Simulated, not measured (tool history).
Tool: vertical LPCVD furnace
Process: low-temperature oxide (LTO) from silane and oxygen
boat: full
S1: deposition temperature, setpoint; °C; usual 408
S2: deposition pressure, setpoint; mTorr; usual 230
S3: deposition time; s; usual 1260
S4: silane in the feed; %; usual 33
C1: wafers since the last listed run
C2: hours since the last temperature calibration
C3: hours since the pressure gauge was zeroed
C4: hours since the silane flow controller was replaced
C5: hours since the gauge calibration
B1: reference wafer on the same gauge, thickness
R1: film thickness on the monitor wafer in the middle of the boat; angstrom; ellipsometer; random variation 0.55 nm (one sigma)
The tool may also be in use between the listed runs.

run     day   S1   S2    S3  S4    C1      C2      C3      C4      C5      B1      R1
  1       0  408  230  1650  33     0  3936.7  3043.9  3333.1   728.5  153.98  2522.5
  2   3.792  408  230  1650  33  1961  4027.7  3134.9  3424.1   819.5  154.01  2510.2
  3   6.517  408  230  1260  33  1409  4093.1  3200.3  3489.5   884.9  153.96  1919.7
  4   8.062  408  230  1260  33   799  4130.2  3237.4  3526.6     922  153.99    1918
  5  11.012  408  230  1260  31  1525    4201  3308.2  3597.4   992.8  154.07  1765.2
  6  13.317  414  230  1260  33  1191  4256.3  3363.5  3652.7  1048.1  153.91  2055.9
     16.442  -- silane flow controller replaced
  7  16.462  414  230  1260  33  1109  4331.8    3439     0.5  1123.6  154.07  2040.9
  8  18.925  408  230  1260  33  1273  4390.9  3498.1    59.6  1182.7  154.01  1924.5
     21.162  -- thermocouples replaced and temperature profile calibrated
  9  21.192  408  230  1260  33   655     0.7  3552.5     114  1237.1  153.91  1805.1
     22.346  -- gauge calibrated
 10  25.612  408  230  1500  39  2286   106.8  3658.6   220.1    78.4     154  2664.3
 11  28.721  402  230  1260  31  1607   181.4  3733.2   294.7     153  153.98  1542.3
     30.179  -- pressure gauge zeroed
 12  31.083  415  285   870  31   704   238.1    21.7   351.4   209.7  153.92  1614.7
 13  32.954  408  190  1710  33   967     283    66.6   396.3   254.6  153.94  2121.2
 14    35.3  408  230  1260  33  1213   339.3   122.9   452.6   310.9     154  1888.8
 15  39.704  401  230  1260  30  2278     445   228.6   558.3   416.6  153.97  1532.3
 16  43.458  408  230  1260  33  1941   535.1   318.7   648.4   506.7     154  1888.3
 17  45.408  408  230  1410  33  1008   581.9   365.5   695.2   553.5  153.95  2114.4
 18  47.412  401  280  1020  39  1036     630   413.6   743.3   601.6  153.98    2153

3 ways to go on from here, each from the tool as it stands after run 18. What would each give?
  A  47.571  408  230  1260  39  81  633.8  417.4  747.1  605.4   ?   ?
  B  47.571  408  230  1260  38  81  633.8  417.4  747.1  605.4   ?   ?
  C  47.571  412  195   960  37  81  633.8  417.4  747.1  605.4   ?   ?

run      B1      R1
  A  153.99  2348.9
  B  153.99  2276.3
  C  153.99  1483.9
Without the tool's hidden state the same runs would have given:
run      R1
  A  2355.7
  B  2282.9
  C    1490
